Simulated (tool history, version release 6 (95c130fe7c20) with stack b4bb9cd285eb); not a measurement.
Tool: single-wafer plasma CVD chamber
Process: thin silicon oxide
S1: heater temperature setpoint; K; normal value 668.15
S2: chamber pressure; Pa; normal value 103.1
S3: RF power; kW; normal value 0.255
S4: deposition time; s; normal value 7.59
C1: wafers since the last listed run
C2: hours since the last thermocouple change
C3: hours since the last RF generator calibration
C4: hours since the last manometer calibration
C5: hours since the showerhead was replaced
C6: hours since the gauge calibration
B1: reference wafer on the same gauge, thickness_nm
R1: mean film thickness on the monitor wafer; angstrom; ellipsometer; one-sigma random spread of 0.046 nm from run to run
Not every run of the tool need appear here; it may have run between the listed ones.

run	hour	S1	S2	S3	S4	C1	C2	C3	C4	C5	C6	B1	R1
1	0.0	668.15	95.9	0.255	7.59	0	2476.5	2164.6	1082.2	13.1	1959.8	13.416	113.92
2	97.7	668.15	95.9	0.255	7.59	5004	2574.2	2262.3	1179.9	110.8	2057.5	13.404	113.09
# hour 140.8: thermocouple changed; heater temperature recalibrated
3	172.1	679.15	103.1	0.255	7.59	3401	31.3	2336.7	1254.3	185.2	2131.9	13.410	120.51
# hour 202.8: capacitance manometer re-zeroed and calibrated
4	219.7	679.15	103.1	0.255	7.59	2028	78.9	2384.3	16.9	232.8	2179.5	13.426	120.77
5	301.3	679.15	103.1	0.255	7.59	4180	160.5	2465.9	98.5	314.4	2261.1	13.387	120.71
# hour 324.5: RF generator calibrated
6	344.8	668.15	103.1	0.255	6.46	1818	204.0	20.3	142.0	357.9	2304.6	13.410	106.40
7	400.8	668.15	95.1	0.255	7.59	2868	260.0	76.3	198.0	413.9	2360.6	13.408	115.02
8	489.2	662.15	114.3	0.255	7.02	4528	348.4	164.7	286.4	502.3	2449.0	13.400	127.66
9	527.7	668.15	103.1	0.300	7.59	1972	386.9	203.2	324.9	540.8	2487.5	13.392	131.46
10	611.9	668.15	103.1	0.285	7.59	4313	471.1	287.4	409.1	625.0	2571.7	13.384	129.11
11	685.4	668.15	103.1	0.255	7.59	3765	544.6	360.9	482.6	698.5	2645.2	13.400	124.47
12	782.2	655.15	103.1	0.255	8.14	4958	641.4	457.7	579.4	795.3	2742.0	13.392	135.47
13	822.8	668.15	118.8	0.255	7.59	2079	682.0	498.3	620.0	835.9	2782.6	13.377	141.86
14	872.1	659.15	103.1	0.280	6.17	2525	731.3	547.6	669.3	885.2	2831.9	13.391	105.89
15	969.6	664.15	124.0	0.295	7.59	4994	828.8	645.1	766.8	982.7	2929.4	13.388	155.56
16	1120.7	660.15	103.1	0.295	7.59	7740	979.9	796.2	917.9	1133.8	3080.5	13.409	131.43
# hour 1163.1: gauge calibrated
17	1178.6	668.15	103.1	0.270	8.16	2966	1037.8	854.1	975.8	1191.7	15.5	13.404	136.16
18	1250.4	668.15	103.1	0.255	7.59	3678	1109.6	925.9	1047.6	1263.5	87.3	13.418	123.83
19	1295.7	668.15	103.1	0.255	7.59	2320	1154.9	971.2	1092.9	1308.8	132.6	13.398	124.42
20	1368.4	668.15	103.1	0.255	7.59	3724	1227.6	1043.9	1165.6	1381.5	205.3	13.392	123.51
# hour 1428.7: capacitance manometer re-zeroed and calibrated
21	1447.6	668.15	103.1	0.255	7.59	3647	1306.8	1123.1	18.9	1460.7	284.5	13.405	123.76
22	1541.5	668.15	114.5	0.255	8.70	4810	1400.7	1217.0	112.8	1554.6	378.4	13.428	157.21
23	1619.5	668.15	103.1	0.255	7.59	3995	1478.7	1295.0	190.8	1632.6	456.4	13.404	124.34
24	1690.3	676.15	103.1	0.255	8.83	3626	1549.5	1365.8	261.6	1703.4	527.2	13.383	141.95
25	1792.6	668.15	103.1	0.255	7.59	5240	1651.8	1468.1	363.9	1805.7	629.5	13.386	123.33
26	1850.0	683.15	103.1	0.280	7.14	2940	1709.2	1525.5	421.3	1863.1	686.9	13.402	117.84
27	1913.5	658.15	128.1	0.300	7.59	3252	1772.7	1589.0	484.8	1926.6	750.4	13.391	158.96
28	1952.6	668.15	103.1	0.255	8.65	2003	1811.8	1628.1	523.9	1965.7	789.5	13.410	141.16

Hidden state at the last listed run before each entry between runs and at the first one after, where it differs:
Runs 2 to 3: thermocouple changed; heater temperature recalibrated (hour 140.8)
  delivered RF power above the setpoint (%): -8.19 -> -8.43
  the result without the hidden state subtracted from the measured one, R1: -3.46 -> -3.81 angstrom
Runs 3 to 4: capacitance manometer re-zeroed and calibrated (hour 202.8)
  delivered RF power above the setpoint (%): -8.43 -> -8.58
  the result without the hidden state subtracted from the measured one, R1: -3.81 -> -3.89 angstrom
Runs 5 to 6: RF generator calibrated (hour 324.5)
  delivered RF power above the setpoint (%): -8.85 -> -0.302
  the result without the hidden state subtracted from the measured one, R1: -4.01 -> -0.11 angstrom
Runs 16 to 17: gauge calibrated (hour 1163.1)
  delivered RF power above the setpoint (%): -2.82 -> -3.01
  the result without the hidden state subtracted from the measured one, R1: -1.23 -> -1.42 angstrom
Runs 20 to 21: capacitance manometer re-zeroed and calibrated (hour 1428.7)
  delivered RF power above the setpoint (%): -3.63 -> -3.89
  the result without the hidden state subtracted from the measured one, R1: -1.59 -> -1.72 angstrom
